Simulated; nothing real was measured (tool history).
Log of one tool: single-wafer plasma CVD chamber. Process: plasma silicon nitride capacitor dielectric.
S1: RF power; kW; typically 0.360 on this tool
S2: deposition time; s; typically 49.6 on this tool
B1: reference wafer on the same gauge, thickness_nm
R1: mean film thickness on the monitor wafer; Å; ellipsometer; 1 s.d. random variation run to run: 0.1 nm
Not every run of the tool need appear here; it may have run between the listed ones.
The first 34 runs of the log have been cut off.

run   hour     S1    S2      B1      R1
 35  777.5  0.385  57.8  60.158  806.64
 36  807.4  0.340  49.6  60.199  673.09
 37  819.7  0.360  49.6  60.203  681.06
 38  833.2  0.430  57.6  60.190  820.75
 39  866.9  0.295  49.6  60.173  656.20
 40  881.4  0.325  49.6  60.221  668.07
 41  915.2  0.430  40.9  60.174  583.48
 42  938.1  0.405  49.6  60.218  697.37
 43  953.1  0.410  55.5  60.168  785.37
 44  984.8  0.360  49.6  60.226  680.08

Consider 4 possible next runs. They are alternatives, not a sequence: every one starts from the tool as it was left by run 44. What does each give?
  A  985.2  0.360  49.6   ?   ?
  B  985.2  0.320  44.9   ?   ?
  C  985.2  0.360  45.3   ?   ?
  D  985.2  0.290  49.6   ?   ?

run      B1      R1
  A  60.218  681.33
  B  60.218  602.25
  C  60.218  622.26
  D  60.218  652.65
With no hidden state in the tool, these same runs would have given:
run      R1
  A  684.66
  B  605.20
  C  625.31
  D  655.84

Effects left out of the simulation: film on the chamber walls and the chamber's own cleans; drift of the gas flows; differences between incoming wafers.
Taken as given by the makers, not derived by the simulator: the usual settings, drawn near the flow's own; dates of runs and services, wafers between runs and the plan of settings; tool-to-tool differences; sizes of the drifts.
